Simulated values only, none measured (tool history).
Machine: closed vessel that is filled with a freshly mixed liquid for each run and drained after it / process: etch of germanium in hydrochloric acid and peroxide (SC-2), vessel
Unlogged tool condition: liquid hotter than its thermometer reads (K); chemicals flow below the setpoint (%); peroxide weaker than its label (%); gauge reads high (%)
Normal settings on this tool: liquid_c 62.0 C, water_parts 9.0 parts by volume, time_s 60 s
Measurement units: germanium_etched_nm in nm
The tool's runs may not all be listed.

run,day,liquid_c,water_parts,time_s,wafers since the last listed run,hours since the thermometer was replaced,hours since the chemicals flow meter was replaced,hours since the drum of peroxide was connected,hours since the gauge calibration,"read-back film thickness of the germanium reference wafer, read on the same gauge (nm)",germanium_etched_nm
1,0.000,62.0,9.0,60,0,254.4,476.4,822.8,465.5,150.78,211.74
# day 0.042: chemicals flow meter replaced
2,1.496,62.0,9.0,60,4294,290.3,34.9,858.7,501.4,150.91,212.45
3,4.342,62.0,7.5,35,8394,358.6,103.2,927.0,569.7,151.30,127.24
4,6.725,66.5,9.0,60,7029,415.8,160.4,984.2,626.9,151.53,243.15
5,9.646,66.5,9.0,60,8615,485.9,230.5,1054.3,697.0,151.97,244.62
6,11.100,66.5,9.0,60,4289,520.8,265.4,1089.2,731.9,152.15,245.47
7,13.708,62.0,9.0,60,7693,583.4,328.0,1151.8,794.5,152.59,216.03
# day 14.908: new drum of peroxide connected
8,15.821,62.0,9.0,60,6108,634.1,378.7,21.9,845.2,152.90,215.26
# day 18.179: thermometer replaced
9,18.446,66.5,9.0,60,7619,6.4,441.7,84.9,908.2,153.38,245.27
10,19.562,55.5,9.0,60,3293,33.2,468.5,111.7,935.0,153.56,177.85
# day 19.867: gauge calibrated
# day 20.479: chemicals flow meter replaced
11,21.367,67.0,6.0,60,5198,76.5,21.3,155.0,36.0,150.36,254.21
12,23.750,65.0,5.0,90,7029,133.7,78.5,212.2,93.2,150.42,363.90

What will run 13 give?
13,25.533,62.0,9.0,35,5260,176.5,121.3,255.0,136.0,?,?

{"run 13": {"read-back film thickness of the germanium reference wafer, read on the same gauge (nm)": 150.5, "germanium_etched_nm": 123.59}}
On a tool with no hidden condition, and with the same random variation, this run would have come out at germanium_etched_nm 123.20 nm.
